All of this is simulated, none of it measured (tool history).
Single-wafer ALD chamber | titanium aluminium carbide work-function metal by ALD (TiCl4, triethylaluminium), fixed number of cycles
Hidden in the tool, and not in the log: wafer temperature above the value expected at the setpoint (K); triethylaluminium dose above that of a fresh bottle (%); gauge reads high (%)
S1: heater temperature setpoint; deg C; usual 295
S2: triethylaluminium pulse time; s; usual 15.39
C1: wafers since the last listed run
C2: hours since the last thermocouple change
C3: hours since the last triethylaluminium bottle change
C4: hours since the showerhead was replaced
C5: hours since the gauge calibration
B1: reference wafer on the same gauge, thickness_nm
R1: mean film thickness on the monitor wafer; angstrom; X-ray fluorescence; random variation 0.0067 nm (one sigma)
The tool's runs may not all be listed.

run   hour   S1     S2   C1      C2     C3      C4     C5     B1     R1
  1      0  295  13.17    0    2913  603.1  2692.9  159.3  1.818  18.11
  2   23.7  295  15.39  127  2936.7  626.8  2716.6    183   1.82  18.11
  3   55.3  295  15.39  170  2968.3  658.4  2748.2  214.6  1.818  18.17
      70.5  -- triethylaluminium bottle replaced
  4   71.5  295  15.39   44  2984.5      1  2764.4  230.8  1.819  18.15
  5   86.7  295  15.39   82  2999.7   16.2  2779.6    246  1.821  18.27
  6  104.1  295  15.39   93  3017.1   33.6    2797  263.4  1.819  18.28
  7  111.1  295  15.39   37  3024.1   40.6    2804  270.4  1.821  18.15
  8  121.9  295  15.39   58  3034.9   51.4  2814.8  281.2  1.819  18.24
     122.6  -- gauge calibrated
  9    129  295  15.39   38    3042   58.5  2821.9    6.4  1.821  18.21
 10  135.3  291  15.39   34  3048.3   64.8  2828.2   12.7  1.819  17.99
     148.5  -- showerhead replaced
 11    149  295  15.39   30    3062   78.5     0.5   26.4   1.82  18.21
 12  154.8  285  17.07   31  3067.8   84.3     6.3   32.2   1.82  17.29
     170.3  -- thermocouple changed; heater temperature recalibrated
 13  170.8  306  12.32   43     0.5  100.3    22.3   48.2  1.823  19.06
 14  175.1  295  15.39   23     4.8  104.6    26.6   52.5  1.821  18.17
 15  188.3  281  15.39   71      18  117.8    39.8   65.7  1.819  16.96
 16  197.1  295  20.52   47    26.8  126.6    48.6   74.5   1.82  18.27
 17  212.6  295  11.66   83    42.3  142.1    64.1     90   1.82   18.1
 18  220.7  295  13.64   43    50.4  150.2    72.2   98.1   1.82  18.07

Forecast each of these 4 alternatives for the next run:
  A  221.1  302  15.39   2  50.8  150.6  72.6  98.5   ?   ?
  B  221.1  287  19.65   2  50.8  150.6  72.6  98.5   ?   ?
  C  221.1  281  10.46   2  50.8  150.6  72.6  98.5   ?   ?
  D  221.1  299  11.01   2  50.8  150.6  72.6  98.5   ?   ?

run     B1     R1
  A  1.821   18.9
  B  1.821  17.58
  C  1.821  16.72
  D  1.821  18.39
Without the tool's hidden state the same runs would have given:
run     R1
  A   18.9
  B  17.58
  C  16.72
  D  18.39

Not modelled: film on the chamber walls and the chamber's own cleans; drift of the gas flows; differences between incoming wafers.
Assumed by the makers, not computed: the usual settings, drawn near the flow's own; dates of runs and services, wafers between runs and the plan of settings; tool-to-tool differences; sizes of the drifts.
